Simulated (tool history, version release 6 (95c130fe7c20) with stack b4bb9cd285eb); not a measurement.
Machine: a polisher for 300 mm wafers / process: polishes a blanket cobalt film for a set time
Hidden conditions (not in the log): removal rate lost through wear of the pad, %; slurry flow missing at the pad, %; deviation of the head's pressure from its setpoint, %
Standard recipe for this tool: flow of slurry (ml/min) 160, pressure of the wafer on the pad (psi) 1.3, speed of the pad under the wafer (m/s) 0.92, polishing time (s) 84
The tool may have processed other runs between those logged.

run	hour	flow of slurry (ml/min)	pressure of the wafer on the pad (psi)	speed of the pad under the wafer (m/s)	polishing time (s)	wafers since the last listed run	wafers polished on this pad	hours since the slurry nozzle was cleaned	hours since the head pressure was calibrated	incoming thickness of the incoming film, nm	film removed (Å)
1	0	160	1.3	0.92	84	0	4813	440.1	701.9	735.2	2961
# hour 76.8: head pressure recalibrated
2	104.2	160	1.3	0.92	84	762	5575	544.3	27.4	707.3	3021
# hour 118.8: worn pad replaced by a new one
3	259	160	1.3	0.92	84	1124	1045	699.1	182.2	723.9	3064
4	328.6	160	1.3	0.92	84	518	1564	768.7	251.8	723	2974
5	375.5	160	1.3	0.92	84	349	1913	815.6	298.7	717.6	2979
# hour 443.4: slurry nozzle cleaned
6	472.7	160	1.3	0.92	84	717	2631	29.3	395.9	725.3	3008
7	751	160	1.3	0.92	84	2075	4706	307.6	674.2	721.8	2970
# hour 827.5: head pressure recalibrated
# hour 844: worn pad replaced by a new one
8	990.5	160	1.3	0.92	84	1741	1092	547.1	163	721.8	2990
9	1050	160	1.3	0.92	84	443	1536	606.6	222.5	729.6	3017
10	1229.9	160	1.3	0.92	84	1341	2877	786.5	402.4	717.6	3018
11	1306.7	160	1.3	0.92	84	572	3450	863.3	479.2	732.6	2947
# hour 1360.2: slurry nozzle cleaned
12	1408.3	160	1.3	0.92	84	750	4200	48.1	580.8	717.5	2957
13	1459.3	160	1	0.7	84	380	4580	99.1	631.8	716.4	1876
14	1534.5	160	1	0.7	84	560	5141	174.3	707	716.8	1816
# hour 1560.3: worn pad replaced by a new one
# hour 1606.2: head pressure recalibrated
15	1618.5	160	1.3	0.92	84	581	419	258.3	12.3	727.5	2974
16	1674.1	210	1.2	1.02	61	414	833	313.9	67.9	725.9	2302
17	1720.4	160	1.6	0.92	100	345	1178	360.2	114.2	720.4	4489
18	1993.3	175	1	0.62	109	2034	3213	633.1	387.1	717.8	2108
19	2046	160	1.3	0.92	84	392	3606	685.8	439.8	715.7	2943
# hour 2224: slurry nozzle cleaned
20	2302.3	115	1.3	0.72	70	1903	5510	78.3	696.1	727.3	1912
21	2341.1	160	1.3	0.92	105	289	5799	117.1	734.9	724.1	3871
# hour 2381.1: worn pad replaced by a new one
# hour 2396.4: head pressure recalibrated
22	2444.4	160	1	0.7	84	725	457	220.4	48	720.4	1760
23	2539	130	1.6	0.62	84	705	1162	315	142.6	731.3	2551
24	2607.2	160	1.3	0.92	84	508	1671	383.2	210.8	718.9	3038
25	2682.5	160	1.3	0.92	84	561	2232	458.5	286.1	727.7	2958
26	2778.3	160	0.9	0.64	62	714	2947	554.3	381.9	719.6	1091
27	2827.1	160	1.3	0.92	84	363	3310	603.1	430.7	724.2	3009
28	2915	160	1.3	0.92	84	655	3966	691	518.6	727.2	2978
29	2956.4	180	1.7	1.24	102	308	4275	732.4	560	708.5	6342
# hour 3025.9: slurry nozzle cleaned
30	3064.1	145	1.1	0.78	84	795	5070	38.2	667.7	721.7	2193
# hour 3126.9: head pressure recalibrated
31	3127.2	130	1.6	0.92	61	455	5526	101.3	0.3	726.2	2626
# hour 3140.3: worn pad replaced by a new one
32	3164.4	190	0.9	0.72	59	247	179	138.5	37.5	715.3	1191

For run 33, what comes out?
33	3206.9	180	1.3	0.7	84	316	496	181	80	708.7	?

film removed (Å): 2399
With the hidden condition absent and the run-to-run variation left alone, this run would have shown film removed (Å) 2399.
